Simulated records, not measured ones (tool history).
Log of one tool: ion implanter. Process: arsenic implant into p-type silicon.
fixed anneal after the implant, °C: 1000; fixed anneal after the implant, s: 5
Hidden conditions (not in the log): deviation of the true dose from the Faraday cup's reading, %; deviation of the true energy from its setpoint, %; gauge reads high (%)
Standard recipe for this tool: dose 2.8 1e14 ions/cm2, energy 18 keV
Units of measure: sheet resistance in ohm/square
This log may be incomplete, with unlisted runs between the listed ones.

run,hour,dose,energy,wafers since the last listed run,hours since the last dose calibration,hours since the extraction supply was calibrated,hours since the gauge calibration,"read-back reference wafer on the same gauge, sheet resistance",sheet resistance
1,0,2.8,18,0,123.4,4478.2,1668.5,335.75,331.49
2,56.3,2.8,18,698,179.7,4534.5,1724.8,335.43,332.11
3,119.1,2.8,18,779,242.5,4597.3,1787.6,335.95,332.32
4,180.2,3.4,15.5,758,303.6,4658.4,1848.7,335.95,293.95
5,219.8,2.19,18,491,343.2,4698,1888.3,335.93,395.89
6,246.9,2.19,18,336,370.3,4725.1,1915.4,335.96,393.91
7,304.7,2.8,18,717,428.1,4782.9,1973.2,335.6,329.49
8,376.1,2.8,18,886,499.5,4854.3,2044.6,336.29,330.46
# hour 444.3: Faraday cup replaced and dose calibrated
9,445.5,2.8,18,762,1.2,4923.7,2114,335.73,341.29
10,479,2.8,18,415,34.7,4957.2,2147.5,335.58,338.16
11,545.1,3.37,18,820,100.8,5023.3,2213.6,336.1,292.73
12,607.2,2.8,18,770,162.9,5085.4,2275.7,335.95,335.31
13,653.8,2.8,18,578,209.5,5132,2322.3,336.38,332.22
14,705,3.21,18,635,260.7,5183.2,2373.5,335.64,298.9
15,770.5,2.43,18,813,326.2,5248.7,2439,336.35,367.69
16,832.4,2.8,20.5,768,388.1,5310.6,2500.9,335.88,322.28
17,900.1,3.21,22.5,840,455.8,5378.3,2568.6,336.14,289.9
# hour 903.9: gauge calibrated
18,945.1,2.8,13,558,500.8,5423.3,41.2,335.83,343.24
19,970.1,3.3,24,310,525.8,5448.3,66.2,335.91,279.19
# hour 1019.2: Faraday cup replaced and dose calibrated
20,1033.1,2.19,23.5,682,13.9,5511.3,129.2,336.34,393.31
21,1096.3,3.47,21.5,784,77.1,5574.5,192.4,336.17,281.66
22,1158.2,2.8,18,768,139,5636.4,254.3,335.78,333.38
# hour 1186.4: extraction supply calibrated
23,1219.1,2.8,18,656,199.9,32.7,315.2,335.99,331.32
24,1248.6,2.8,20,366,229.4,62.2,344.7,336.11,329.67
25,1273.6,3.11,21.5,310,254.4,87.2,369.7,336.08,298.96
26,1311.4,2.58,15.5,469,292.2,125,407.5,336.15,356.96
27,1366.2,1.98,16,680,347,179.8,462.3,335.53,434.64
28,1450.1,2.8,18,1041,430.9,263.7,546.2,336.07,330.91
29,1483.4,3.48,16,413,464.2,297,579.5,336.65,284.76
# hour 1659.8: Faraday cup replaced and dose calibrated
30,1687,3.39,13,2428,27.2,500.6,783.1,336.25,303.73
31,1712.2,3.17,23.5,312,52.4,525.8,808.3,336.04,295.59
32,1760.6,3.49,24,600,100.8,574.2,856.7,335.83,272.65
33,1800.9,2.8,18,500,141.1,614.5,897,336.28,334.39
34,1861.5,3.22,21.5,752,201.7,675.1,957.6,335.72,292.48
35,1922.8,2.48,22,760,263,736.4,1018.9,336.09,350.54
36,1950.7,2.8,13.5,346,290.9,764.3,1046.8,335.8,342.1
37,2019.3,2.41,20.5,851,359.5,832.9,1115.4,336.12,360.29

Selected run-to-run steps in sheet resistance, each split into two signed amounts: the part the tool would show with no hidden state at all (from settings, incoming material and random variation), and the remainder, which goes to the hidden state together with any gauge scatter not common to the measured and the hidden-state-free results:
Run 8 -> 9: Faraday cup replaced and dose calibrated. sheet resistance +10.83 ohm/square: hidden state +12.03, all else -1.2.
Run 19 -> 20: dose 3.3 -> 2.19, energy 24 -> 23.5, Faraday cup replaced and dose calibrated. sheet resistance +114.12 ohm/square: hidden state +8.33, all else +105.79.
Run 20 -> 21: dose 2.19 -> 3.47, energy 23.5 -> 21.5. sheet resistance -111.65 ohm/square: hidden state -2.32, all else -109.33.
Run 27 -> 28: dose 1.98 -> 2.8, energy 16 -> 18. sheet resistance -103.73 ohm/square: hidden state +2.36, all else -106.09.
Run 29 -> 30: dose 3.48 -> 3.39, energy 16 -> 13, Faraday cup replaced and dose calibrated. sheet resistance +18.97 ohm/square: hidden state +7.18, all else +11.79.
